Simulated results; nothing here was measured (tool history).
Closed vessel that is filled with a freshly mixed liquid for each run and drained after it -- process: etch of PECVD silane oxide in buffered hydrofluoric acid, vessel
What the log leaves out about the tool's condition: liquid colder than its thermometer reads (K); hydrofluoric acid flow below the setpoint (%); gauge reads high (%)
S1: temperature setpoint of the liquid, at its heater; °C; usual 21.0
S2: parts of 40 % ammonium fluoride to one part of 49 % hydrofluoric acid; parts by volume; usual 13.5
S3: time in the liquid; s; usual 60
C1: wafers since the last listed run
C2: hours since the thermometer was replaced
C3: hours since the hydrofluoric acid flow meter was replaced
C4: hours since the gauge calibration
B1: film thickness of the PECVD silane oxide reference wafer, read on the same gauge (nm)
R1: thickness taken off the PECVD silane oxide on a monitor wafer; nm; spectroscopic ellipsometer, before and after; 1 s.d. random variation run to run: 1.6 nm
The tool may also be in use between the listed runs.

run   hour    S1    S2  S3    C1      C2      C3     C4     B1      R1
  1    0.0  21.0  15.5  60     0  1317.1  1022.8  244.3  90.00  123.01
  2    7.2  21.0  15.5  60   664  1324.3  1030.0  251.5  90.03  123.79
  3   13.9  21.0  13.5  60   618  1331.0  1036.7  258.2  90.00  140.37
  4   26.4  21.0  13.5  60  1153  1343.5  1049.2  270.7  90.01  142.27
  5   38.6  21.0  13.5  60  1125  1355.7  1061.4  282.9  89.98  141.83
  6   48.2  24.0  13.5  60   885  1365.3  1071.0  292.5  90.03  167.87
      53.7  -- thermometer replaced
  7   57.4  24.0  13.5  60   756     3.7  1080.2  301.7  89.99  192.35
  8   66.2  24.0  13.5  60   812    12.5  1089.0  310.5  90.01  192.98
  9  107.5  23.5  13.5  60  3811    53.8  1130.3  351.8  90.00  186.70
 10  118.1  25.5  12.0  60   978    64.4  1140.9  362.4  90.00  235.29
 11  128.2  21.0  13.5  60   932    74.5  1151.0  372.5  89.99  163.41
 12  138.7  21.0  13.5  60   969    85.0  1161.5  383.0  89.96  163.10
 13  153.8  18.0  13.5  70  1393   100.1  1176.6  398.1  89.99  160.97
     160.8  -- hydrofluoric acid flow meter replaced
 14  167.8  21.0   8.5  60  1199   114.1     7.0  412.1  90.05  247.11
 15  176.2  24.5  11.5  50   775   122.5    15.4  420.5  89.97  192.19
     182.5  -- gauge calibrated
 16  190.3  21.0  10.0  60  1301   136.6    29.5    7.8  90.01  219.92
 17  205.6  21.0  13.5  60  1412   151.9    44.8   23.1  90.00  164.49
 18  219.3  25.5  17.0  35  1264   165.6    58.5   36.8  90.03   94.71
 19  233.6  24.0  13.5  40  1319   179.9    72.8   51.1  89.99  125.73
 20  241.7  19.0  13.5  40   747   188.0    80.9   59.2  90.01   95.71
 21  258.7  18.0   8.5  60  1568   205.0    97.9   76.2  89.99  207.38
 22  274.7  24.0  13.5  95  1476   221.0   113.9   92.2  90.04  303.51
 23  291.2  24.0  18.0  45  1522   237.5   130.4  108.7  90.01  107.31
 24  306.2  21.0   9.5  90  1384   252.5   145.4  123.7  90.01  327.39
 25  319.3  24.0   8.5  50  1208   265.6   158.5  136.8  90.00  237.97
 26  335.4  26.0  13.5  75  1485   281.7   174.6  152.9  90.00  260.55
 27  352.9  21.0  15.5  30  1615   299.2   192.1  170.4  90.01   68.32
 28  359.8  21.0  13.5  85   636   306.1   199.0  177.3  89.99  228.18
 29  374.1  21.0  13.5  60  1319   320.4   213.3  191.6  90.00  155.91
 30  384.4  22.5   8.5  95   950   330.7   223.6  201.9  90.01  418.19
 31  399.9  21.0  13.5  60  1430   346.2   239.1  217.4  90.01  157.64
 32  407.9  21.0  18.0  60   738   354.2   247.1  225.4  90.01  117.98
 33  420.5  22.5  13.5  60  1162   366.8   259.7  238.0  90.00  171.76

List, for all runs, the conditions of the tool that the log does not record:
hydrofluoric acid flow below the setpoint (%): 0 in every run
gauge reads high (%): 0 in every run
H1: liquid colder than its thermometer reads (K)
run     H1
  1   2.75
  2   2.77
  3   2.78
  4    2.8
  5   2.83
  6   2.85
  7  0.177
  8  0.195
  9   0.28
 10  0.302
 11  0.323
 12  0.344
 13  0.375
 14  0.404
 15  0.421
 16   0.45
 17  0.482
 18   0.51
 19  0.539
 20  0.556
 21  0.591
 22  0.623
 23  0.657
 24  0.688
 25  0.715
 26  0.748
 27  0.784
 28  0.798
 29  0.827
 30  0.849
 31   0.88
 32  0.897
 33  0.923
